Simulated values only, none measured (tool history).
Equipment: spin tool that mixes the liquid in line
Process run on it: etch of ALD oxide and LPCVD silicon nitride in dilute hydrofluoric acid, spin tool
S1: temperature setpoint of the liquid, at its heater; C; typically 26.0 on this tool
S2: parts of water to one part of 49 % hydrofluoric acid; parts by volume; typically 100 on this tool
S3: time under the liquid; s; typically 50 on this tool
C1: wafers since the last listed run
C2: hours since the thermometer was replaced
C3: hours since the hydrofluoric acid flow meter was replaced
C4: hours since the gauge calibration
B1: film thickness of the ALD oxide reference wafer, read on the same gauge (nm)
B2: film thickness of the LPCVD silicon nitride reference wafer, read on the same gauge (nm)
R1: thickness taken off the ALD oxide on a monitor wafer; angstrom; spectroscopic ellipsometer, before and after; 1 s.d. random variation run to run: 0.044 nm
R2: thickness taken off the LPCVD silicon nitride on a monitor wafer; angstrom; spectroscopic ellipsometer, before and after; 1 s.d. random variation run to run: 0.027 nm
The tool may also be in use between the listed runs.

Run 1, hour 0.0: usual settings; C1 0; C2 1405.7; C3 514.6; C4 1083.0; B1 129.95; B2 150.021. Result: R1 74.3 angstrom, R2 2.67 angstrom.
Run 2, hour 53.9: usual settings; C1 409; C2 1459.6; C3 568.5; C4 1136.9; B1 130.02; B2 150.015. Result: R1 74.2 angstrom, R2 3.55 angstrom.
Run 3, hour 135.7: usual settings; C1 621; C2 1541.4; C3 650.3; C4 1218.7; B1 129.99; B2 150.015. Result: R1 74.6 angstrom, R2 3.29 angstrom.
Run 4, hour 243.1: usual settings; C1 816; C2 1648.8; C3 757.7; C4 1326.1; B1 130.01; B2 150.022. Result: R1 74.6 angstrom, R2 2.58 angstrom.
Run 5, hour 274.0: usual settings; C1 234; C2 1679.7; C3 788.6; C4 1357.0; B1 130.02; B2 149.983. Result: R1 75.1 angstrom, R2 2.41 angstrom.
Run 6, hour 315.8: usual settings; C1 317; C2 1721.5; C3 830.4; C4 1398.8; B1 130.02; B2 149.990. Result: R1 74.6 angstrom, R2 2.90 angstrom.
Run 7, hour 367.0: usual settings; C1 389; C2 1772.7; C3 881.6; C4 1450.0; B1 129.98; B2 150.006. Result: R1 74.9 angstrom, R2 3.16 angstrom.
Run 8, hour 437.6: usual settings but S1 22.0 C, S3 70 s; C1 536; C2 1843.3; C3 952.2; C4 1520.6; B1 130.01; B2 149.990. Result: R1 89.4 angstrom, R2 3.71 angstrom.
Run 9, hour 500.9: usual settings but S1 30.0 C, S2 135 parts by volume, S3 20 s; C1 481; C2 1906.6; C3 1015.5; C4 1583.9; B1 130.01; B2 150.010. Result: R1 24.6 angstrom, R2 1.16 angstrom.
At hour 538.3: gauge calibrated.
Run 10, hour 552.8: usual settings; C1 394; C2 1958.5; C3 1067.4; C4 14.5; B1 129.98; B2 149.991. Result: R1 75.1 angstrom, R2 3.32 angstrom.
Run 11, hour 621.2: usual settings; C1 519; C2 2026.9; C3 1135.8; C4 82.9; B1 130.01; B2 150.009. Result: R1 75.6 angstrom, R2 2.77 angstrom.
Run 12, hour 647.8: usual settings but S1 30.5 C, S2 80 parts by volume, S3 30 s; C1 202; C2 2053.5; C3 1162.4; C4 109.5; B1 130.00; B2 149.995. Result: R1 68.3 angstrom, R2 3.24 angstrom.
Run 13, hour 697.2: usual settings but S1 30.0 C; C1 375; C2 2102.9; C3 1211.8; C4 158.9; B1 129.99; B2 150.000. Result: R1 87.1 angstrom, R2 4.30 angstrom.
Run 14, hour 899.8: usual settings but S2 60 parts by volume; C1 1539; C2 2305.5; C3 1414.4; C4 361.5; B1 130.00; B2 150.004. Result: R1 133.4 angstrom, R2 4.15 angstrom.
Run 15, hour 967.8: usual settings but S1 27.5 C; C1 516; C2 2373.5; C3 1482.4; C4 429.5; B1 129.98; B2 150.005. Result: R1 80.8 angstrom, R2 3.90 angstrom.
At hour 1007.1: hydrofluoric acid flow meter replaced.
Run 16, hour 1013.6: usual settings; C1 340; C2 2419.3; C3 6.5; C4 475.3; B1 130.02; B2 149.989. Result: R1 76.4 angstrom, R2 2.71 angstrom.
At hour 1170.1: thermometer replaced.
Run 17, hour 1205.2: usual settings but S1 24.0 C, S2 70 parts by volume, S3 65 s; C1 1448; C2 35.1; C3 198.1; C4 666.9; B1 129.98; B2 150.014. Result: R1 130.7 angstrom, R2 4.50 angstrom.
Run 18, hour 1278.3: usual settings but S1 31.0 C, S2 145 parts by volume, S3 70 s; C1 555; C2 108.2; C3 271.2; C4 740.0; B1 129.98; B2 149.985. Result: R1 79.6 angstrom, R2 4.04 angstrom.
Run 19, hour 1328.8: usual settings but S3 25 s; C1 383; C2 158.7; C3 321.7; C4 790.5; B1 129.98; B2 150.001. Result: R1 36.5 angstrom, R2 1.74 angstrom.
Run 20, hour 1385.0: usual settings; C1 427; C2 214.9; C3 377.9; C4 846.7; B1 129.98; B2 150.001. Result: R1 72.9 angstrom, R2 2.67 angstrom.
Run 21, hour 1433.6: usual settings but S1 22.0 C, S2 55 parts by volume, S3 80 s; C1 369; C2 263.5; C3 426.5; C4 895.3; B1 129.98; B2 150.006. Result: R1 190.8 angstrom, R2 5.90 angstrom.
Run 22, hour 1489.4: usual settings but S1 22.0 C, S2 70 parts by volume, S3 25 s; C1 424; C2 319.3; C3 482.3; C4 951.1; B1 130.00; B2 150.001. Result: R1 46.0 angstrom, R2 1.49 angstrom.
Run 23, hour 1548.5: usual settings but S1 29.5 C, S2 140 parts by volume, S3 70 s; C1 449; C2 378.4; C3 541.4; C4 1010.2; B1 129.99; B2 149.988. Result: R1 79.6 angstrom, R2 3.40 angstrom.
Run 24, hour 1620.2: usual settings but S1 21.5 C, S3 65 s; C1 544; C2 450.1; C3 613.1; C4 1081.9; B1 129.97; B2 150.022. Result: R1 80.0 angstrom, R2 2.85 angstrom.
Run 25, hour 1646.2: usual settings but S1 30.0 C, S2 75 parts by volume, S3 65 s; C1 197; C2 476.1; C3 639.1; C4 1107.9; B1 130.02; B2 150.004. Result: R1 152.7 angstrom, R2 6.34 angstrom.
Run 26, hour 1672.6: usual settings but S1 21.0 C, S2 85 parts by volume, S3 80 s; C1 200; C2 502.5; C3 665.5; C4 1134.3; B1 130.04; B2 149.996. Result: R1 116.0 angstrom, R2 4.09 angstrom.
Run 27, hour 1697.5: usual settings; C1 189; C2 527.4; C3 690.4; C4 1159.2; B1 130.00; B2 149.991. Result: R1 73.5 angstrom, R2 3.49 angstrom.

Consider 3 possible next runs. They are alternatives, not a sequence: every one starts from the tool as it was left by run 27. What does each give?
Run A, hour 1697.9: usual settings but S2 145 parts by volume; C1 3; C2 527.8; C3 690.8; C4 1159.6; B1 ?; B2 ?. Result: R1 ?, R2 ?.
Run B, hour 1697.9: usual settings but S1 30.0 C, S2 70 parts by volume; C1 3; C2 527.8; C3 690.8; C4 1159.6; B1 ?; B2 ?. Result: R1 ?, R2 ?.
Run C, hour 1697.9: usual settings but S1 22.0 C, S3 35 s; C1 3; C2 527.8; C3 690.8; C4 1159.6; B1 ?; B2 ?. Result: R1 ?, R2 ?.

run      B1       B2     R1    R2
  A  130.03  150.014   48.6  1.94
  B  130.03  150.014  129.5  5.18
  C  130.03  150.014   44.6  1.51
With no hidden state in the tool, these same runs would have given:
run     R1    R2
  A   47.6  1.88
  B  127.0  5.02
  C   43.7  1.46
